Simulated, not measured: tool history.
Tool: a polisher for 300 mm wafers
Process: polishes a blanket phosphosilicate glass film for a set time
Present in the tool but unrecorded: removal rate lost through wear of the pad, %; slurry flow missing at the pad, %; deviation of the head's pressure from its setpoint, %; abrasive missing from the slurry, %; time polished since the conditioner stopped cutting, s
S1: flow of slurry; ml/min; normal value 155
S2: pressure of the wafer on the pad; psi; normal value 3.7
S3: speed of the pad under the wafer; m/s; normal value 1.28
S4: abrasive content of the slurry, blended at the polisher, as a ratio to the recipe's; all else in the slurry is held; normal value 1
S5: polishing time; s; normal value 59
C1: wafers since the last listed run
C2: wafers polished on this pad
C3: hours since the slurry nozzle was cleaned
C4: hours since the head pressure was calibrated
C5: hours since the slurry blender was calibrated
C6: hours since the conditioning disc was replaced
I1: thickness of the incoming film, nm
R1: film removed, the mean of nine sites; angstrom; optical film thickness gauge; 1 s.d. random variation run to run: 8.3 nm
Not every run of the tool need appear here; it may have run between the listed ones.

run	hour	S1	S2	S3	S4	S5	C1	C2	C3	C4	C5	C6	I1	R1
1	0	155	3.7	1.28	1	59	0	395	250.9	243.1	340.3	66.8	3529	7558
# hour 7.1: slurry blender recalibrated
2	67.1	155	3.7	1.28	1	59	539	934	318	310.2	60	133.9	3568.3	7731
3	124.4	155	3.7	1.28	1	59	474	1409	375.3	367.5	117.3	191.2	3545	7683
4	164.4	155	3.7	1.28	1	59	331	1740	415.3	407.5	157.3	231.2	3559.8	7689
# hour 165.5: slurry nozzle cleaned
5	206.1	155	3.7	1.28	1	59	337	2077	40.6	449.2	199	272.9	3546.1	7776
6	259.2	155	3.7	1.28	0.9	59	439	2517	93.7	502.3	252.1	326	3512.5	7177
# hour 268.8: worn pad replaced by a new one
7	314.9	155	3.7	1.28	0.9	59	428	381	149.4	558	307.8	381.7	3579.3	7208
# hour 329.2: conditioning disc replaced and pad reconditioned
8	354.2	155	3.7	1.28	1	59	308	690	188.7	597.3	347.1	25	3605.9	7667
9	397.6	155	3.7	1.28	1	59	359	1050	232.1	640.7	390.5	68.4	3581	7493
# hour 447.5: slurry blender recalibrated
10	481.6	155	3.7	1.28	1	59	679	1729	316.1	724.7	34.1	152.4	3548.8	7636
# hour 563.4: worn pad replaced by a new one
11	587	155	3.7	1.28	1.1	59	839	195	421.5	830.1	139.5	257.8	3569.5	7949
# hour 638.3: conditioning disc replaced and pad reconditioned
12	646.6	155	3.7	1.28	1	59	476	672	481.1	889.7	199.1	8.3	3573.7	7501
# hour 672.9: slurry nozzle cleaned
13	715.6	155	3.7	1.28	1	59	563	1235	42.7	958.7	268.1	77.3	3560.3	7609
14	766.6	170	4.2	1.28	1	59	422	1657	93.7	1009.7	319.1	128.3	3559.2	8452
15	806.7	195	3.7	1.16	1	59	332	1989	133.8	1049.8	359.2	168.4	3529.2	7232
# hour 815.5: worn pad replaced by a new one
# hour 880.2: slurry blender recalibrated
16	911.3	155	3.7	1.28	1	59	816	777	238.4	1154.4	31.1	273	3609.7	7437
# hour 971.5: head pressure recalibrated
17	987.7	130	3.7	1.4	0.85	59	616	1393	314.8	16.2	107.5	349.4	3624.3	7396
# hour 1012: conditioning disc replaced and pad reconditioned
18	1039.9	190	4.4	1.08	1	41	415	1808	367	68.4	159.7	27.9	3613.8	5378
# hour 1082.3: slurry nozzle cleaned
# hour 1098.6: worn pad replaced by a new one
19	1140	155	3.7	1.04	0.85	59	787	342	57.7	168.5	259.8	128	3534.5	5855
20	1184.6	155	3.3	1.28	0.75	59	369	711	102.3	213.1	304.4	172.6	3534.3	5936
21	1253	155	3.7	1.28	1.15	59	566	1278	170.7	281.5	372.8	241	3587.5	8197
# hour 1306.6: slurry blender recalibrated
# hour 1343.2: conditioning disc replaced and pad reconditioned
# hour 1344.6: worn pad replaced by a new one
22	1345.1	155	3.7	1.28	0.85	59	717	3	262.8	373.6	38.5	1.9	3558.6	7032
23	1390.4	155	3.7	1.28	1	59	375	379	308.1	418.9	83.8	47.2	3509.4	7610

Forecast each of these 3 alternatives for the next run:
A	1390.8	155	3.7	1.28	1	59	3	382	308.5	419.3	84.2	47.6	3539.8	?
B	1390.8	155	4.6	1.28	1	59	3	382	308.5	419.3	84.2	47.6	3539.8	?
C	1390.8	115	3.7	1.28	0.85	59	3	382	308.5	419.3	84.2	47.6	3539.8	?

run	R1
A	7578
B	8951
C	6708
With the hidden condition removed and each run's random variation left untouched, the same runs would have given:
run	R1
A	7638
B	9021
C	6761

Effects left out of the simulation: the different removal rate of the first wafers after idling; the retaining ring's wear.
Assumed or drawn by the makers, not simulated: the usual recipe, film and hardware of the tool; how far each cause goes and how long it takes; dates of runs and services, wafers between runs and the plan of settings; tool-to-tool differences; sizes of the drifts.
